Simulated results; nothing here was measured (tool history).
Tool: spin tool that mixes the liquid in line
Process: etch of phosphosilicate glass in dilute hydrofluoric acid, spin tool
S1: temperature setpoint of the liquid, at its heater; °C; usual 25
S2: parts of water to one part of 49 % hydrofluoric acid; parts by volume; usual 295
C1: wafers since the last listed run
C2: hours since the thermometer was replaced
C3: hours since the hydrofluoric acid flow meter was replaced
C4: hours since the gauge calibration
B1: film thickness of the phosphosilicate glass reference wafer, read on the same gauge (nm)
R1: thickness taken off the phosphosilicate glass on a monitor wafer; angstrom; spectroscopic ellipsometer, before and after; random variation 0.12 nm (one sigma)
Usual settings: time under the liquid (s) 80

{"run": 1, "hour": 0.0, "S1": 25, "S2": 295, "time under the liquid (s)": 80, "C1": 0, "C2": 378.4, "C3": 274.9, "C4": 794.1, "B1": 100.01, "R1": 365}
{"run": 2, "hour": 83.6, "S1": 25, "S2": 295, "time under the liquid (s)": 80, "C1": 590, "C2": 462, "C3": 358.5, "C4": 877.7, "B1": 99.96, "R1": 365.5}
{"run": 3, "hour": 128.2, "S1": 25, "S2": 295, "time under the liquid (s)": 80, "C1": 315, "C2": 506.6, "C3": 403.1, "C4": 922.3, "B1": 100, "R1": 365.6}
{"run": 4, "hour": 209.4, "S1": 25, "S2": 295, "time under the liquid (s)": 80, "C1": 573, "C2": 587.8, "C3": 484.3, "C4": 1003.5, "B1": 100.01, "R1": 363.4}
{"run": 5, "hour": 294.3, "S1": 25, "S2": 295, "time under the liquid (s)": 100, "C1": 599, "C2": 672.7, "C3": 569.2, "C4": 1088.4, "B1": 100.01, "R1": 450.6}
{"run": 6, "hour": 398.1, "S1": 25, "S2": 295, "time under the liquid (s)": 100, "C1": 733, "C2": 776.5, "C3": 673, "C4": 1192.2, "B1": 100.01, "R1": 449}
{"run": 7, "hour": 441.0, "S1": 25, "S2": 295, "time under the liquid (s)": 100, "C1": 303, "C2": 819.4, "C3": 715.9, "C4": 1235.1, "B1": 100.01, "R1": 448.4}
{"hour": 450.6, "done": "gauge calibrated"}
{"run": 8, "hour": 506.4, "S1": 25, "S2": 295, "time under the liquid (s)": 80, "C1": 462, "C2": 884.8, "C3": 781.3, "C4": 55.8, "B1": 100.01, "R1": 357}
{"run": 9, "hour": 582.2, "S1": 25, "S2": 295, "time under the liquid (s)": 80, "C1": 535, "C2": 960.6, "C3": 857.1, "C4": 131.6, "B1": 100.02, "R1": 354.6}
{"run": 10, "hour": 677.8, "S1": 25, "S2": 295, "time under the liquid (s)": 80, "C1": 675, "C2": 1056.2, "C3": 952.7, "C4": 227.2, "B1": 100.01, "R1": 356.5}
{"hour": 684.1, "done": "hydrofluoric acid flow meter replaced"}
{"run": 11, "hour": 736.8, "S1": 25, "S2": 295, "time under the liquid (s)": 80, "C1": 409, "C2": 1115.2, "C3": 52.7, "C4": 286.2, "B1": 100.01, "R1": 371.7}
{"run": 12, "hour": 805.1, "S1": 25, "S2": 295, "time under the liquid (s)": 105, "C1": 482, "C2": 1183.5, "C3": 121, "C4": 354.5, "B1": 99.98, "R1": 485}
{"run": 13, "hour": 893.1, "S1": 22, "S2": 295, "time under the liquid (s)": 80, "C1": 621, "C2": 1271.5, "C3": 209, "C4": 442.5, "B1": 100.01, "R1": 332.2}
{"run": 14, "hour": 938.2, "S1": 25, "S2": 295, "time under the liquid (s)": 80, "C1": 318, "C2": 1316.6, "C3": 254.1, "C4": 487.6, "B1": 99.99, "R1": 364.6}
{"run": 15, "hour": 974.3, "S1": 25, "S2": 355, "time under the liquid (s)": 45, "C1": 255, "C2": 1352.7, "C3": 290.2, "C4": 523.7, "B1": 100.02, "R1": 159.9}
{"run": 16, "hour": 1020.8, "S1": 29, "S2": 295, "time under the liquid (s)": 80, "C1": 328, "C2": 1399.2, "C3": 336.7, "C4": 570.2, "B1": 100.02, "R1": 415.6}
{"hour": 1083.5, "done": "thermometer replaced"}
{"run": 17, "hour": 1099.0, "S1": 25, "S2": 295, "time under the liquid (s)": 80, "C1": 545, "C2": 15.5, "C3": 414.9, "C4": 648.4, "B1": 100, "R1": 363.2}
{"run": 18, "hour": 1165.6, "S1": 25, "S2": 295, "time under the liquid (s)": 125, "C1": 470, "C2": 82.1, "C3": 481.5, "C4": 715, "B1": 99.98, "R1": 569.9}
{"run": 19, "hour": 1250.0, "S1": 25, "S2": 380, "time under the liquid (s)": 50, "C1": 596, "C2": 166.5, "C3": 565.9, "C4": 799.4, "B1": 99.98, "R1": 161.3}
{"run": 20, "hour": 1316.7, "S1": 25, "S2": 195, "time under the liquid (s)": 60, "C1": 471, "C2": 233.2, "C3": 632.6, "C4": 866.1, "B1": 100, "R1": 455.6}
{"run": 21, "hour": 1378.9, "S1": 29, "S2": 370, "time under the liquid (s)": 35, "C1": 439, "C2": 295.4, "C3": 694.8, "C4": 928.3, "B1": 100.02, "R1": 132.2}
{"run": 22, "hour": 1480.5, "S1": 25, "S2": 295, "time under the liquid (s)": 80, "C1": 717, "C2": 397, "C3": 796.4, "C4": 1029.9, "B1": 100.02, "R1": 358.9}
{"hour": 1517.2, "done": "hydrofluoric acid flow meter replaced"}
{"run": 23, "hour": 1529.3, "S1": 21, "S2": 225, "time under the liquid (s)": 65, "C1": 337, "C2": 445.8, "C3": 12.1, "C4": 1078.7, "B1": 100, "R1": 367.1}
{"run": 24, "hour": 1623.3, "S1": 25, "S2": 250, "time under the liquid (s)": 80, "C1": 664, "C2": 539.8, "C3": 106.1, "C4": 1172.7, "B1": 100.03, "R1": 458.2}
{"run": 25, "hour": 1690.5, "S1": 26.5, "S2": 165, "time under the liquid (s)": 80, "C1": 474, "C2": 607, "C3": 173.3, "C4": 1239.9, "B1": 99.98, "R1": 798.9}
{"hour": 1764.3, "done": "gauge calibrated"}
{"run": 26, "hour": 1787.6, "S1": 25, "S2": 200, "time under the liquid (s)": 115, "C1": 685, "C2": 704.1, "C3": 270.4, "C4": 23.3, "B1": 100.02, "R1": 857}
{"run": 27, "hour": 1882.1, "S1": 20, "S2": 225, "time under the liquid (s)": 80, "C1": 667, "C2": 798.6, "C3": 364.9, "C4": 117.8, "B1": 99.99, "R1": 424.7}
{"run": 28, "hour": 1932.1, "S1": 27, "S2": 295, "time under the liquid (s)": 50, "C1": 353, "C2": 848.6, "C3": 414.9, "C4": 167.8, "B1": 100.01, "R1": 242.9}
{"run": 29, "hour": 2016.8, "S1": 29, "S2": 295, "time under the liquid (s)": 80, "C1": 598, "C2": 933.3, "C3": 499.6, "C4": 252.5, "B1": 99.99, "R1": 413.4}
{"run": 30, "hour": 2189.3, "S1": 25, "S2": 295, "time under the liquid (s)": 80, "C1": 1218, "C2": 1105.8, "C3": 672.1, "C4": 425, "B1": 99.99, "R1": 360.5}
{"run": 31, "hour": 2375.4, "S1": 25, "S2": 345, "time under the liquid (s)": 80, "C1": 1314, "C2": 1291.9, "C3": 858.2, "C4": 611.1, "B1": 99.97, "R1": 289.4}
{"run": 32, "hour": 2415.0, "S1": 20.5, "S2": 295, "time under the liquid (s)": 110, "C1": 279, "C2": 1331.5, "C3": 897.8, "C4": 650.7, "B1": 100.01, "R1": 416.9}

4 ways to go on from here, each from the tool as it stands after run 32. What would each give?
{"run": "A", "hour": 2415.4, "S1": 25, "S2": 175, "time under the liquid (s)": 80, "C1": 2, "C2": 1331.9, "C3": 898.2, "C4": 651.1, "B1": "?", "R1": "?"}
{"run": "B", "hour": 2415.4, "S1": 25, "S2": 295, "time under the liquid (s)": 115, "C1": 2, "C2": 1331.9, "C3": 898.2, "C4": 651.1, "B1": "?", "R1": "?"}
{"run": "C", "hour": 2415.4, "S1": 26.5, "S2": 350, "time under the liquid (s)": 105, "C1": 2, "C2": 1331.9, "C3": 898.2, "C4": 651.1, "B1": "?", "R1": "?"}
{"run": "D", "hour": 2415.4, "S1": 25, "S2": 230, "time under the liquid (s)": 80, "C1": 2, "C2": 1331.9, "C3": 898.2, "C4": 651.1, "B1": "?", "R1": "?"}

run=A B1=100.02 R1=684.2
run=B B1=100.02 R1=512.1
run=C B1=100.02 R1=391.9
run=D B1=100.02 R1=489.4
Without the tool's hidden state the same runs would have given:
run=A R1=710.7
run=B R1=533.6
run=C R1=408.9
run=D R1=509.1
